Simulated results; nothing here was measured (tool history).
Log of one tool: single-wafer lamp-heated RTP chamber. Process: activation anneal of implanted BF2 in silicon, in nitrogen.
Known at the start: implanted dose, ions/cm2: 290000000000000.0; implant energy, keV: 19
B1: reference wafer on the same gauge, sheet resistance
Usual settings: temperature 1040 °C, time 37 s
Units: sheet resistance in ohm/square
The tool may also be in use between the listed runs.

Run 1, hour 0: usual settings; B1 414.33. Result: sheet resistance 362.8 ohm/square.
Run 2, hour 71.9: usual settings; B1 413.72. Result: sheet resistance 362.26 ohm/square.
At hour 100.3: pyrometer window cleaned and pyrometer calibrated.
Run 3, hour 109.8: usual settings; B1 413.55. Result: sheet resistance 362.83 ohm/square.
Run 4, hour 144.4: usual settings; B1 413.05. Result: sheet resistance 361.81 ohm/square.
Run 5, hour 211.9: usual settings; B1 413.22. Result: sheet resistance 362.48 ohm/square.
Run 6, hour 266.6: usual settings but temperature 1059 °C; B1 413.44. Result: sheet resistance 358.11 ohm/square.
Run 7, hour 305: usual settings; B1 412.76. Result: sheet resistance 361.61 ohm/square.
Run 8, hour 350.5: usual settings; B1 412.45. Result: sheet resistance 361.21 ohm/square.
At hour 382.2: pyrometer window cleaned and pyrometer calibrated.
Run 9, hour 398.9: usual settings; B1 412.3. Result: sheet resistance 360.18 ohm/square.
Run 10, hour 426.4: usual settings; B1 411.73. Result: sheet resistance 359.53 ohm/square.
At hour 442.8: reflector plate cleaned.
At hour 469.6: gauge calibrated.
Run 11, hour 469.7: usual settings; B1 416.89. Result: sheet resistance 367.21 ohm/square.
Run 12, hour 535.6: usual settings; B1 417.49. Result: sheet resistance 365.15 ohm/square.
Run 13, hour 569.5: usual settings; B1 416.68. Result: sheet resistance 365.54 ohm/square.
Run 14, hour 623.8: usual settings but temperature 1061 °C, time 25 s; B1 416.81. Result: sheet resistance 363.76 ohm/square.
Run 15, hour 676.1: usual settings; B1 416.6. Result: sheet resistance 363.52 ohm/square.
At hour 717.9: pyrometer window cleaned and pyrometer calibrated.
Run 16, hour 733: usual settings but temperature 1017 °C, time 21 s; B1 415.54. Result: sheet resistance 373.19 ohm/square.
Run 17, hour 780.6: usual settings but temperature 1063 °C, time 52 s; B1 415.9. Result: sheet resistance 352.8 ohm/square.
Run 18, hour 844.9: usual settings; B1 415.28. Result: sheet resistance 365.53 ohm/square.
At hour 898.7: reflector plate cleaned.
Run 19, hour 899.2: usual settings but temperature 1018 °C, time 44 s; B1 415.06. Result: sheet resistance 366.31 ohm/square.
Run 20, hour 925.8: usual settings but temperature 1050 °C, time 49 s; B1 414.49. Result: sheet resistance 356.92 ohm/square.
Run 21, hour 969.4: usual settings; B1 414.58. Result: sheet resistance 364.31 ohm/square.
At hour 1009.9: pyrometer window cleaned and pyrometer calibrated.
Run 22, hour 1014.6: usual settings but temperature 1032 °C, time 54 s; B1 414.69. Result: sheet resistance 360.7 ohm/square.
Run 23, hour 1178.9: usual settings; B1 414.37. Result: sheet resistance 361.27 ohm/square.
Run 24, hour 1244.6: usual settings but temperature 1023 °C; B1 413.08. Result: sheet resistance 365.72 ohm/square.

Forecast each of these 4 alternatives for the next run:
Run A, hour 1245: usual settings; B1 ?. Result: sheet resistance ?.
Run B, hour 1245: usual settings but time 18 s; B1 ?. Result: sheet resistance ?.
Run C, hour 1245: usual settings but temperature 1057 °C, time 43 s; B1 ?. Result: sheet resistance ?.
Run D, hour 1245: usual settings but temperature 1013 °C, time 46 s; B1 ?. Result: sheet resistance ?.

run      B1  sheet resistance
  A  413.82            361.93
  B  413.82            369.36
  C  413.82            355.48
  D  413.82            364.47
Without the tool's hidden state the same runs would have given:
run  sheet resistance
  A            364.92
  B            372.41
  C            358.42
  D            367.48
